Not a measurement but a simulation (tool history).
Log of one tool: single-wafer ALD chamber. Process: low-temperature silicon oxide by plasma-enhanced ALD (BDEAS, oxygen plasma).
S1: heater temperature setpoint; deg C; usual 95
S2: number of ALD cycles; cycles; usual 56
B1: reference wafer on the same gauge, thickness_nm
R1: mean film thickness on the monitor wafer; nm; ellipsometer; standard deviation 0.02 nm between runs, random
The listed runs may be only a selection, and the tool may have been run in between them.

run 1 hour=0 | S1=98 S2=65 | B1=8.683 | R1=9.234
run 2 hour=106.1 | S1=98 S2=65 | B1=8.678 | R1=9.244
run 3 hour=139.3 | S1=95 S2=56 | B1=8.677 | R1=8.044
run 4 hour=169.5 | S1=95 S2=56 | B1=8.681 | R1=8.028
run 5 hour=186.2 | S1=95 S2=56 | B1=8.682 | R1=8.044
run 6 hour=203.6 | S1=95 S2=64 | B1=8.682 | R1=9.18
run 7 hour=218.8 | S1=95 S2=64 | B1=8.684 | R1=9.186
-- hour=247.1 thermocouple changed; heater temperature recalibrated
run 8 hour=321.3 | S1=95 S2=56 | B1=8.684 | R1=8.056
run 9 hour=346.4 | S1=95 S2=56 | B1=8.681 | R1=8.035
run 10 hour=367.2 | S1=83 S2=49 | B1=8.681 | R1=7.412
run 11 hour=381.8 | S1=84 S2=66 | B1=8.682 | R1=9.938
run 12 hour=395.5 | S1=102 S2=51 | B1=8.686 | R1=7.197
-- hour=396.4 gauge calibrated
run 13 hour=416.2 | S1=95 S2=64 | B1=8.679 | R1=9.2
run 14 hour=433 | S1=83 S2=49 | B1=8.679 | R1=7.376
run 15 hour=463.1 | S1=95 S2=56 | B1=8.682 | R1=8.05
run 16 hour=492.6 | S1=95 S2=56 | B1=8.679 | R1=8.049
run 17 hour=515.9 | S1=88 S2=62 | B1=8.681 | R1=9.158
run 18 hour=546.1 | S1=103 S2=66 | B1=8.679 | R1=9.271

Below are 3 alternative next runs, each starting from the tool's condition after run 18. Predict each:
run A hour=546.6 | S1=95 S2=56 | B1=? | R1=?
run B hour=546.6 | S1=100 S2=46 | B1=? | R1=?
run C hour=546.6 | S1=95 S2=53 | B1=? | R1=?

run=A B1=8.684 R1=8.065
run=B B1=8.684 R1=6.499
run=C B1=8.684 R1=7.633
What these runs would have given with no unlogged condition in the tool:
run=A R1=8.065
run=B R1=6.499
run=C R1=7.633

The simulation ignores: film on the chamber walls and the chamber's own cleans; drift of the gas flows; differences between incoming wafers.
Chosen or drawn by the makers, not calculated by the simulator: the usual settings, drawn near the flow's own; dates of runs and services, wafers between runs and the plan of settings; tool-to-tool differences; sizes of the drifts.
